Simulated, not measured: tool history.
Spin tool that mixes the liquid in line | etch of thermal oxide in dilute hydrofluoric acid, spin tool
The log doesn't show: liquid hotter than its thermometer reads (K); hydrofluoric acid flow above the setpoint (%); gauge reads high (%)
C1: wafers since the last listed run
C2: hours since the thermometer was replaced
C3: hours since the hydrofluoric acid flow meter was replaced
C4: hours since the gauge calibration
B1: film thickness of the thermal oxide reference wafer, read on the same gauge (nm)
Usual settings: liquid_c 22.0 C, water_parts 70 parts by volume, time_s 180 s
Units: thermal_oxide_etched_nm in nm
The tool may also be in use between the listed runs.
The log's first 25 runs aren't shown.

run 26 hour=1747.7 | liquid_c=22.0 water_parts=60 time_s=180 | C1=611 C2=324.5 C3=420.0 C4=1021.1 | B1=79.99 | thermal_oxide_etched_nm=13.40
run 27 hour=1828.5 | liquid_c=26.5 water_parts=55 time_s=235 | C1=715 C2=405.3 C3=500.8 C4=1101.9 | B1=80.03 | thermal_oxide_etched_nm=22.44
run 28 hour=1887.1 | liquid_c=22.0 water_parts=70 time_s=180 | C1=519 C2=463.9 C3=559.4 C4=1160.5 | B1=80.00 | thermal_oxide_etched_nm=11.19
run 29 hour=1990.8 | liquid_c=22.0 water_parts=70 time_s=180 | C1=918 C2=567.6 C3=663.1 C4=1264.2 | B1=80.02 | thermal_oxide_etched_nm=11.25
run 30 hour=2305.5 | liquid_c=23.5 water_parts=90 time_s=180 | C1=2787 C2=882.3 C3=977.8 C4=1578.9 | B1=80.02 | thermal_oxide_etched_nm=9.35
run 31 hour=2368.0 | liquid_c=25.5 water_parts=70 time_s=180 | C1=553 C2=944.8 C3=1040.3 C4=1641.4 | B1=80.00 | thermal_oxide_etched_nm=13.40
run 32 hour=2430.1 | liquid_c=17.0 water_parts=50 time_s=145 | C1=550 C2=1006.9 C3=1102.4 C4=1703.5 | B1=79.97 | thermal_oxide_etched_nm=10.95
run 33 hour=2525.7 | liquid_c=22.0 water_parts=70 time_s=180 | C1=846 C2=1102.5 C3=1198.0 C4=1799.1 | B1=79.99 | thermal_oxide_etched_nm=11.60
run 34 hour=2572.3 | liquid_c=26.0 water_parts=70 time_s=180 | C1=412 C2=1149.1 C3=1244.6 C4=1845.7 | B1=79.99 | thermal_oxide_etched_nm=13.87

Forecast each of these 4 alternatives for the next run:
run A hour=2572.8 | liquid_c=22.0 water_parts=70 time_s=180 | C1=4 C2=1149.6 C3=1245.1 C4=1846.2 | B1=? | thermal_oxide_etched_nm=?
run B hour=2572.8 | liquid_c=22.0 water_parts=85 time_s=100 | C1=4 C2=1149.6 C3=1245.1 C4=1846.2 | B1=? | thermal_oxide_etched_nm=?
run C hour=2572.8 | liquid_c=27.0 water_parts=40 time_s=180 | C1=4 C2=1149.6 C3=1245.1 C4=1846.2 | B1=? | thermal_oxide_etched_nm=?
run D hour=2572.8 | liquid_c=20.0 water_parts=70 time_s=210 | C1=4 C2=1149.6 C3=1245.1 C4=1846.2 | B1=? | thermal_oxide_etched_nm=?

run=A B1=80.01 thermal_oxide_etched_nm=11.57
run=B B1=80.01 thermal_oxide_etched_nm=5.20
run=C B1=80.01 thermal_oxide_etched_nm=25.78
run=D B1=80.01 thermal_oxide_etched_nm=12.42
Without the tool's hidden state the same runs would have given:
run=A thermal_oxide_etched_nm=10.49
run=B thermal_oxide_etched_nm=4.71
run=C thermal_oxide_etched_nm=23.44
run=D thermal_oxide_etched_nm=11.26
